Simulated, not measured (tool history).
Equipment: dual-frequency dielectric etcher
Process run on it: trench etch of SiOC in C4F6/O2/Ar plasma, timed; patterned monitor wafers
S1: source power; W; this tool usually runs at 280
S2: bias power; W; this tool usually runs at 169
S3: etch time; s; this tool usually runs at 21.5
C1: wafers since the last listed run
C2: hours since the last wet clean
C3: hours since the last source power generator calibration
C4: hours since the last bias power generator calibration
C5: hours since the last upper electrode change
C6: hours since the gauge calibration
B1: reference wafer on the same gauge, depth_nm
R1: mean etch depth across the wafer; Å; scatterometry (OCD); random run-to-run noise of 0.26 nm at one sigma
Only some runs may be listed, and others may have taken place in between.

Run 1, hour 0.0: usual settings but S1 230 W; C1 0; C2 140.4; C3 1591.7; C4 1637.7; C5 2058.8; C6 635.9; B1 34.79. Result: R1 343.7 Å.
Run 2, hour 23.7: usual settings; C1 279; C2 164.1; C3 1615.4; C4 1661.4; C5 2082.5; C6 659.6; B1 34.76. Result: R1 386.5 Å.
Run 3, hour 43.4: usual settings; C1 232; C2 183.8; C3 1635.1; C4 1681.1; C5 2102.2; C6 679.3; B1 34.81. Result: R1 379.2 Å.
Run 4, hour 75.5: usual settings; C1 379; C2 215.9; C3 1667.2; C4 1713.2; C5 2134.3; C6 711.4; B1 34.79. Result: R1 384.0 Å.
Run 5, hour 106.8: usual settings but S2 198 W; C1 369; C2 247.2; C3 1698.5; C4 1744.5; C5 2165.6; C6 742.7; B1 34.80. Result: R1 399.1 Å.
Run 6, hour 127.6: usual settings but S2 198 W; C1 245; C2 268.0; C3 1719.3; C4 1765.3; C5 2186.4; C6 763.5; B1 34.81. Result: R1 400.2 Å.
Run 7, hour 140.8: usual settings but S2 198 W; C1 155; C2 281.2; C3 1732.5; C4 1778.5; C5 2199.6; C6 776.7; B1 34.76. Result: R1 405.8 Å.
Run 8, hour 172.8: usual settings but S1 330 W; C1 377; C2 313.2; C3 1764.5; C4 1810.5; C5 2231.6; C6 808.7; B1 34.79. Result: R1 421.4 Å.
Run 9, hour 201.2: usual settings; C1 335; C2 341.6; C3 1792.9; C4 1838.9; C5 2260.0; C6 837.1; B1 34.85. Result: R1 388.5 Å.
Run 10, hour 217.3: usual settings but S2 201 W, S3 17.5 s; C1 190; C2 357.7; C3 1809.0; C4 1855.0; C5 2276.1; C6 853.2; B1 34.77. Result: R1 330.0 Å.
Run 11, hour 251.0: usual settings; C1 398; C2 391.4; C3 1842.7; C4 1888.7; C5 2309.8; C6 886.9; B1 34.84. Result: R1 388.8 Å.
Run 12, hour 287.2: usual settings but S2 189 W, S3 27.5 s; C1 427; C2 427.6; C3 1878.9; C4 1924.9; C5 2346.0; C6 923.1; B1 34.81. Result: R1 513.5 Å.
At hour 319.5: upper electrode replaced.
Run 13, hour 320.0: usual settings but S3 15.5 s; C1 103; C2 460.4; C3 1911.7; C4 1957.7; C5 0.5; C6 955.9; B1 34.83. Result: R1 281.1 Å.
At hour 327.9: source power generator calibrated.
At hour 334.1: gauge calibrated.
Run 14, hour 351.2: usual settings but S1 340 W; C1 321; C2 491.6; C3 23.3; C4 1988.9; C5 31.7; C6 17.1; B1 34.75. Result: R1 432.7 Å.
Run 15, hour 378.8: usual settings but S1 310 W, S2 154 W, S3 17.5 s; C1 325; C2 519.2; C3 50.9; C4 2016.5; C5 59.3; C6 44.7; B1 34.84. Result: R1 326.6 Å.
At hour 454.2: wet clean of the chamber.
Run 16, hour 473.0: usual settings but S1 310 W, S2 205 W, S3 19.5 s; C1 829; C2 18.8; C3 145.1; C4 2110.7; C5 153.5; C6 138.9; B1 34.72. Result: R1 381.6 Å.
Run 17, hour 485.5: usual settings but S2 186 W; C1 147; C2 31.3; C3 157.6; C4 2123.2; C5 166.0; C6 151.4; B1 34.81. Result: R1 389.2 Å.
Run 18, hour 513.3: usual settings but S1 250 W, S2 189 W, S3 17.5 s; C1 328; C2 59.1; C3 185.4; C4 2151.0; C5 193.8; C6 179.2; B1 34.84. Result: R1 301.7 Å.
Run 19, hour 540.4: usual settings but S2 209 W; C1 320; C2 86.2; C3 212.5; C4 2178.1; C5 220.9; C6 206.3; B1 34.72. Result: R1 407.6 Å.
At hour 609.1: bias power generator calibrated.
Run 20, hour 641.9: usual settings; C1 1151; C2 187.7; C3 314.0; C4 32.8; C5 322.4; C6 307.8; B1 34.87. Result: R1 383.4 Å.
Run 21, hour 655.6: usual settings but S1 340 W, S3 19.0 s; C1 161; C2 201.4; C3 327.7; C4 46.5; C5 336.1; C6 321.5; B1 34.84. Result: R1 375.3 Å.

For run 22, what comes out?
Run 22, hour 672.1: usual settings; C1 194; C2 217.9; C3 344.2; C4 63.0; C5 352.6; C6 338.0; B1 ?. Result: R1 ?.

B1: 34.85
R1: 382.4 Å
With no hidden state in the tool, this same run would have given R1 376.7 Å.

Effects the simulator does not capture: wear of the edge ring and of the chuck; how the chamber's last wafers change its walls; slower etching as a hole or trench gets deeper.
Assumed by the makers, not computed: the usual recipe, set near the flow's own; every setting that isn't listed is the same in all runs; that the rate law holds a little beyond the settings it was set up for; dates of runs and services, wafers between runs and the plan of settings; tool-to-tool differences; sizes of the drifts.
